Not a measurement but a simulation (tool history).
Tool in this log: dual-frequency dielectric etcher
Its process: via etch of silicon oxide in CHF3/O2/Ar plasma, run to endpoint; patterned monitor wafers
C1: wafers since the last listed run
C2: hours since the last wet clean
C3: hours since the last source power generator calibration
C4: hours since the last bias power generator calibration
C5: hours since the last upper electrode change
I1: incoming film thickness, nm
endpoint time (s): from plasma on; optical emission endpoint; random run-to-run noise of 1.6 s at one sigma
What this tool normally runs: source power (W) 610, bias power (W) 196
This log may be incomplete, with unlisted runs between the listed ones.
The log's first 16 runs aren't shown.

{"run": 17, "hour": 336.9, "source power (W)": 760, "bias power (W)": 182, "C1": 113, "C2": 158.7, "C3": 1368.4, "C4": 3664.1, "C5": 2205.2, "I1": 720.2, "endpoint time (s)": 319.7}
{"run": 18, "hour": 353.9, "source power (W)": 730, "bias power (W)": 232, "C1": 94, "C2": 175.7, "C3": 1385.4, "C4": 3681.1, "C5": 2222.2, "I1": 723.6, "endpoint time (s)": 303.6}
{"run": 19, "hour": 386.3, "source power (W)": 660, "bias power (W)": 231, "C1": 180, "C2": 208.1, "C3": 1417.8, "C4": 3713.5, "C5": 2254.6, "I1": 719, "endpoint time (s)": 315.7}
{"run": 20, "hour": 417.7, "source power (W)": 660, "bias power (W)": 226, "C1": 174, "C2": 239.5, "C3": 1449.2, "C4": 3744.9, "C5": 2286, "I1": 725.3, "endpoint time (s)": 319.5}
{"run": 21, "hour": 436.3, "source power (W)": 540, "bias power (W)": 160, "C1": 103, "C2": 258.1, "C3": 1467.8, "C4": 3763.5, "C5": 2304.6, "I1": 719.2, "endpoint time (s)": 381.4}
{"run": 22, "hour": 456.0, "source power (W)": 550, "bias power (W)": 196, "C1": 109, "C2": 277.8, "C3": 1487.5, "C4": 3783.2, "C5": 2324.3, "I1": 728.8, "endpoint time (s)": 361.5}
{"run": 23, "hour": 480.9, "source power (W)": 540, "bias power (W)": 183, "C1": 138, "C2": 302.7, "C3": 1512.4, "C4": 3808.1, "C5": 2349.2, "I1": 720.6, "endpoint time (s)": 366.2}
{"run": 24, "hour": 506.1, "source power (W)": 470, "bias power (W)": 244, "C1": 140, "C2": 327.9, "C3": 1537.6, "C4": 3833.3, "C5": 2374.4, "I1": 734.7, "endpoint time (s)": 364.4}
{"run": 25, "hour": 564.1, "source power (W)": 610, "bias power (W)": 176, "C1": 323, "C2": 385.9, "C3": 1595.6, "C4": 3891.3, "C5": 2432.4, "I1": 720.3, "endpoint time (s)": 359.4}
{"hour": 583.4, "done": "source power generator calibrated"}
{"run": 26, "hour": 591.0, "source power (W)": 610, "bias power (W)": 196, "C1": 127, "C2": 412.8, "C3": 7.6, "C4": 3918.2, "C5": 2459.3, "I1": 725.7, "endpoint time (s)": 348.1}
{"run": 27, "hour": 610.1, "source power (W)": 610, "bias power (W)": 196, "C1": 106, "C2": 431.9, "C3": 26.7, "C4": 3937.3, "C5": 2478.4, "I1": 734.1, "endpoint time (s)": 351.4}
{"hour": 623.1, "done": "bias power generator calibrated"}
{"hour": 666.3, "done": "wet clean of the chamber"}
{"hour": 667.6, "done": "upper electrode replaced"}
{"run": 28, "hour": 668.1, "source power (W)": 570, "bias power (W)": 230, "C1": 159, "C2": 1.8, "C3": 84.7, "C4": 45, "C5": 0.5, "I1": 731.5, "endpoint time (s)": 336.2}
{"run": 29, "hour": 735.7, "source power (W)": 610, "bias power (W)": 196, "C1": 376, "C2": 69.4, "C3": 152.3, "C4": 112.6, "C5": 68.1, "I1": 724.4, "endpoint time (s)": 345.2}
{"run": 30, "hour": 771.6, "source power (W)": 520, "bias power (W)": 173, "C1": 200, "C2": 105.3, "C3": 188.2, "C4": 148.5, "C5": 104, "I1": 723, "endpoint time (s)": 375.3}
{"run": 31, "hour": 793.7, "source power (W)": 490, "bias power (W)": 243, "C1": 123, "C2": 127.4, "C3": 210.3, "C4": 170.6, "C5": 126.1, "I1": 724.3, "endpoint time (s)": 349.2}
{"run": 32, "hour": 815.0, "source power (W)": 750, "bias power (W)": 162, "C1": 118, "C2": 148.7, "C3": 231.6, "C4": 191.9, "C5": 147.4, "I1": 722.1, "endpoint time (s)": 332}
{"run": 33, "hour": 919.7, "source power (W)": 730, "bias power (W)": 166, "C1": 583, "C2": 253.4, "C3": 336.3, "C4": 296.6, "C5": 252.1, "I1": 727, "endpoint time (s)": 337.1}
{"run": 34, "hour": 950.4, "source power (W)": 500, "bias power (W)": 224, "C1": 171, "C2": 284.1, "C3": 367, "C4": 327.3, "C5": 282.8, "I1": 731.4, "endpoint time (s)": 363.1}
{"run": 35, "hour": 966.5, "source power (W)": 680, "bias power (W)": 182, "C1": 89, "C2": 300.2, "C3": 383.1, "C4": 343.4, "C5": 298.9, "I1": 722.9, "endpoint time (s)": 342.7}
{"run": 36, "hour": 989.9, "source power (W)": 610, "bias power (W)": 196, "C1": 130, "C2": 323.6, "C3": 406.5, "C4": 366.8, "C5": 322.3, "I1": 730.8, "endpoint time (s)": 349.3}

Here are 3 independent what-if runs from the current tool condition. What would each one return?
{"run": "A", "hour": 990.4, "source power (W)": 610, "bias power (W)": 196, "C1": 2, "C2": 324.1, "C3": 407, "C4": 367.3, "C5": 322.8, "I1": 719.2, "endpoint time (s)": "?"}
{"run": "B", "hour": 990.4, "source power (W)": 680, "bias power (W)": 155, "C1": 2, "C2": 324.1, "C3": 407, "C4": 367.3, "C5": 322.8, "I1": 719.2, "endpoint time (s)": "?"}
{"run": "C", "hour": 990.4, "source power (W)": 700, "bias power (W)": 196, "C1": 2, "C2": 324.1, "C3": 407, "C4": 367.3, "C5": 322.8, "I1": 719.2, "endpoint time (s)": "?"}

run=A endpoint_time_(s)=342.5
run=B endpoint_time_(s)=349.5
run=C endpoint_time_(s)=324.5
Without the tool's unlogged condition, the same runs would have read:
run=A endpoint_time_(s)=333.2
run=B endpoint_time_(s)=340
run=C endpoint_time_(s)=315.8
